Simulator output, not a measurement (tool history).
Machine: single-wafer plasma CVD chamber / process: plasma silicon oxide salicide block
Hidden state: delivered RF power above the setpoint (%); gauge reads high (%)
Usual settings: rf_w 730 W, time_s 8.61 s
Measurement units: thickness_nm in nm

run,hour,rf_w,time_s,wafers since the last listed run,hours since the last RF generator calibration,hours since the showerhead was replaced,hours since the gauge calibration,"read-back reference wafer on the same gauge, thickness_nm",thickness_nm
1,0,730,8.61,0,1688.3,6558,268.5,82.012,91.771
2,15.6,730,8.61,610,1703.9,6573.6,284.1,82.023,91.561
3,27.9,730,9.46,481,1716.2,6585.9,296.4,81.971,100.485
4,37,730,8.61,356,1725.3,6595,305.5,81.996,91.303
5,53,730,8.61,626,1741.3,6611,321.5,81.979,91.275
6,59.6,730,8.61,258,1747.9,6617.6,328.1,82.026,91.22
7,69.5,620,8.61,387,1757.8,6627.5,338,82.05,86.734
8,100.8,620,8.61,1225,1789.1,6658.8,369.3,82.013,86.602
9,113.2,790,8.61,485,1801.5,6671.2,381.7,82.034,93.403
10,122.4,790,8.61,360,1810.7,6680.4,390.9,82.041,93.539
11,129.3,790,8.61,270,1817.6,6687.3,397.8,81.971,93.398
12,138.7,730,8.61,367,1827,6696.7,407.2,82.005,91.134
13,155.3,730,8.61,649,1843.6,6713.3,423.8,81.956,91.196
14,161.6,730,8.19,246,1849.9,6719.6,430.1,82.035,86.567
# hour 168.8: gauge calibrated
15,171.2,730,8.19,375,1859.5,6729.2,2.4,81.95,86.618
16,182.9,730,8.19,457,1871.2,6740.9,14.1,81.968,86.553
17,193.6,650,7.83,418,1881.9,6751.6,24.8,81.999,79.747
18,205.9,650,7.83,481,1894.2,6763.9,37.1,82.026,80.034
# hour 213.9: RF generator calibrated
19,222.3,650,7.83,328,8.4,6780.3,53.5,81.989,81.803
20,235.8,620,9.26,528,21.9,6793.8,67,82.018,95.247
21,242.1,650,7.52,246,28.2,6800.1,73.3,82.002,78.585
22,251.7,730,8.61,375,37.8,6809.7,82.9,82.002,93.154
23,262.1,730,8.61,407,48.2,6820.1,93.3,82.012,93.29
24,274,785,6.97,465,60.1,6832,105.2,81.993,77.293
25,280.6,665,10.25,258,66.7,6838.6,111.8,81.984,107.958
26,297.5,730,7.89,661,83.6,6855.5,128.7,82.003,85.24
27,310.5,730,8.61,508,96.6,6868.5,141.7,82.022,93.194
# hour 332.6: showerhead replaced
28,333.1,640,7.35,571,119.2,0.5,164.3,82.004,76.232
29,339.5,730,8.61,250,125.6,6.9,170.7,81.98,93.049
30,354.9,730,8.19,602,141,22.3,186.1,82.007,88.77
31,372.8,825,7.16,700,158.9,40.2,204,81.968,80.486
32,382.7,605,10.27,387,168.8,50.1,213.9,82,104.91
33,397.8,730,10.32,591,183.9,65.2,229,81.995,111.618
34,406.5,730,8.61,340,192.6,73.9,237.7,82.009,93.024
35,424.5,730,8.61,704,210.6,91.9,255.7,82.02,92.944
36,434.2,730,9.77,379,220.3,101.6,265.4,81.989,105.414
37,442,660,9.09,305,228.1,109.4,273.2,82.009,95.312
38,448.5,605,7.9,254,234.6,115.9,279.7,81.986,80.7
39,456.7,830,7.32,320,242.8,124.1,287.9,82.002,82.515

3 ways to go on from here, each from the tool as it stands after run 39. What would each give?
A,457.1,730,7.77,15,243.2,124.5,288.3,?,?
B,457.1,770,7.47,15,243.2,124.5,288.3,?,?
C,457.1,655,9.66,15,243.2,124.5,288.3,?,?

run,"read-back reference wafer on the same gauge, thickness_nm",thickness_nm
A,81.963,84.09
B,81.963,82.186
C,81.963,101.091
Without the tool's hidden state the same runs would have given:
run,thickness_nm
A,84.288
B,82.38
C,101.33
